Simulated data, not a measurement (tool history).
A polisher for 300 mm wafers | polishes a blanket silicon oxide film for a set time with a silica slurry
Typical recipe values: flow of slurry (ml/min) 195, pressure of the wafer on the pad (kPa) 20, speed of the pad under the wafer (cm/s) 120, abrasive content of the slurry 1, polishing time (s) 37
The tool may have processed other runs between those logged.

run,hour,flow of slurry (ml/min),pressure of the wafer on the pad (kPa),speed of the pad under the wafer (cm/s),abrasive content of the slurry,polishing time (s),"incoming thickness of the incoming film, nm",film removed (nm)
1,0,195,20,120,1,37,1525.6,74.7
2,32.4,195,20,120,1,37,1554.1,73.7
3,60.3,195,20,120,1,37,1552.8,74.7
4,85.2,195,23.4,120,1,37,1529.5,84.1
5,100.5,195,23.4,120,1,37,1545.3,83.3
# hour 120.8: slurry blender recalibrated
# hour 125.8: slurry nozzle cleaned
6,131.3,195,23.4,120,1,37,1547.8,82.1
7,161.2,195,20,120,1,30,1510.7,59.1
# hour 168.8: worn pad replaced by a new one
8,191.5,195,20,120,1,37,1505.5,73
9,219.7,195,20,120,1,37,1527.9,71.5
# hour 231.2: conditioning disc replaced and pad reconditioned
10,250.7,240,20,138,0.85,37,1538.6,75.6
11,277.8,165,20,148,1,46,1526.9,106
12,294,195,20,120,1,37,1545.1,72.9
# hour 302.5: slurry blender recalibrated
13,317,195,15.2,120,1.2,48,1535,86.1
14,344.3,195,20,120,1,37,1534.1,73.5
15,366,140,20,156,1,46,1546.6,105.3
# hour 390.4: worn pad replaced by a new one
# hour 395.3: head pressure recalibrated
16,395.8,245,16.5,84,1,37,1516.5,49.7
17,429.5,195,20,132,1.15,37,1545.8,85.4
18,459.2,195,17.9,120,1,37,1517.8,67
19,477.3,195,15.2,102,1,37,1527.2,52.1
# hour 481.9: conditioning disc replaced and pad reconditioned
# hour 496.2: slurry blender recalibrated
20,510.5,195,20,120,0.75,41,1544.7,66.4
21,534.8,195,20,120,1.15,37,1524.4,81.3
22,563.1,260,20,120,1,37,1527.9,76.1
# hour 578.5: worn pad replaced by a new one
23,579,195,20,120,1,37,1545.7,73.9
24,611.8,150,24.8,144,1.15,37,1531.9,105
25,627.2,155,13.8,120,0.85,37,1554.2,48.7
26,653.3,195,20,120,1.1,37,1513,76.7

Consider 4 possible next runs. They are alternatives, not a sequence: every one starts from the tool as it was left by run 26. What does each give?
A,653.7,195,14.5,120,1,37,1507.2,?
B,653.7,135,20,120,1,37,1507.2,?
C,653.7,195,20,148,1,37,1507.2,?
D,653.7,195,20,144,1,37,1507.2,?

run,film removed (nm)
A,57.3
B,69.3
C,84.4
D,82.8
With the hidden condition removed and each run's random variation left untouched, the same runs would have given:
run,film removed (nm)
A,58.8
B,71.6
C,87.8
D,86
